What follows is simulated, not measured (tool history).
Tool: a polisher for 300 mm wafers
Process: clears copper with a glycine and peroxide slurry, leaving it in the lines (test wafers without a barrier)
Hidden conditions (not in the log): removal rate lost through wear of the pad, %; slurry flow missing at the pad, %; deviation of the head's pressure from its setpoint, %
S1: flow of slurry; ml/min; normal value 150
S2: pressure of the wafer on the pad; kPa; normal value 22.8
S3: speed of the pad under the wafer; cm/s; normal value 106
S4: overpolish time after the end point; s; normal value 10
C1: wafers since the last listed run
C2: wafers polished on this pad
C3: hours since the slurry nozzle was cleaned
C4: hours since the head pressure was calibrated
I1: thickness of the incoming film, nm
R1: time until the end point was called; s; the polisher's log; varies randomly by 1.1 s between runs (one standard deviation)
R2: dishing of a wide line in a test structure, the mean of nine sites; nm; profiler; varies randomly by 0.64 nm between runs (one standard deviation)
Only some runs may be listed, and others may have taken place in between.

run    hour   S1    S2   S3  S4    C1    C2     C3      C4     I1     R1    R2
  1     0.0  150  22.8  106  10     0  1450  572.6    34.6  938.7  128.6  52.1
        4.7  -- slurry nozzle cleaned
  2    82.9  150  22.8  106  10   568  2018   78.2   117.5  938.6  131.1  50.6
      128.4  -- worn pad replaced by a new one
  3   165.1  150  22.8  106  10   542   254  160.4   199.7  945.3  124.4  54.1
  4   209.3  150  22.8  106  10   306   561  204.6   243.9  929.6  122.6  54.9
  5   277.2  150  22.8  106  10   471  1032  272.5   311.8  930.0  124.6  53.7
  6   321.0  150  22.8  106  10   303  1336  316.3   355.6  918.6  126.7  52.8
      404.5  -- worn pad replaced by a new one
  7   405.0  150  22.8  130  10   555     3  400.3   439.6  944.3  104.4  60.1
  8   484.6  150  22.8  130  10   552   555  479.9   519.2  943.8  107.3  60.9
      553.7  -- slurry nozzle cleaned
  9   580.3  150  22.8  130  10   657  1213   26.6   614.9  931.1  108.3  60.1
 10   642.3  150  22.8  106  10   430  1643   88.6   676.9  929.1  128.4  53.3
      672.9  -- worn pad replaced by a new one
 11   707.3  190  22.8   76   8   423   238  153.6   741.9  929.4  153.0  37.6
 12   788.7  150  26.9  116  12   564   803  235.0   823.3  951.2  100.1  73.6
      994.4  -- worn pad replaced by a new one
 13  1070.5  135  18.6  106  15  1927   527  516.8  1105.1  939.7  149.0  64.7
     1114.9  -- head pressure recalibrated
 14  1133.2  150  22.8  106  14   421   949  579.5    18.3  933.2  121.8  69.8
     1137.9  -- slurry nozzle cleaned
 15  1188.0  150  22.8  106  10   373  1322   50.1    73.1  928.8  124.9  52.1
 16  1249.1  190  15.9  106  10   423  1746  111.2   134.2  920.8  166.5  40.0
     1304.6  -- worn pad replaced by a new one
 17  1339.4  150  22.8  126  10   598   241  201.5   224.5  951.5  106.5  61.6
 18  1415.9  135  18.6  106  15   530   772  278.0   301.0  938.0  149.1  63.0
 19  1505.3  175  20.0  106  10   620  1392  367.4   390.4  939.6  140.4  49.3

Here are 3 independent what-if runs from the current tool condition. What would each one return?
  A  1505.8  150  22.8  106  10   3  1396  367.9  390.9  944.5   ?   ?
  B  1505.8  150  16.5  106   5   3  1396  367.9  390.9  944.5   ?   ?
  C  1505.8  175  27.6  130   5   3  1396  367.9  390.9  944.5   ?   ?

run     R1    R2
  A  128.4  53.7
  B  167.5  22.9
  C   90.4  40.1
The same runs, with their run-to-run variation unchanged, on a tool lacking any hidden condition would have given:
run     R1    R2
  A  123.4  55.4
  B  161.0  23.8
  C   86.9  41.5

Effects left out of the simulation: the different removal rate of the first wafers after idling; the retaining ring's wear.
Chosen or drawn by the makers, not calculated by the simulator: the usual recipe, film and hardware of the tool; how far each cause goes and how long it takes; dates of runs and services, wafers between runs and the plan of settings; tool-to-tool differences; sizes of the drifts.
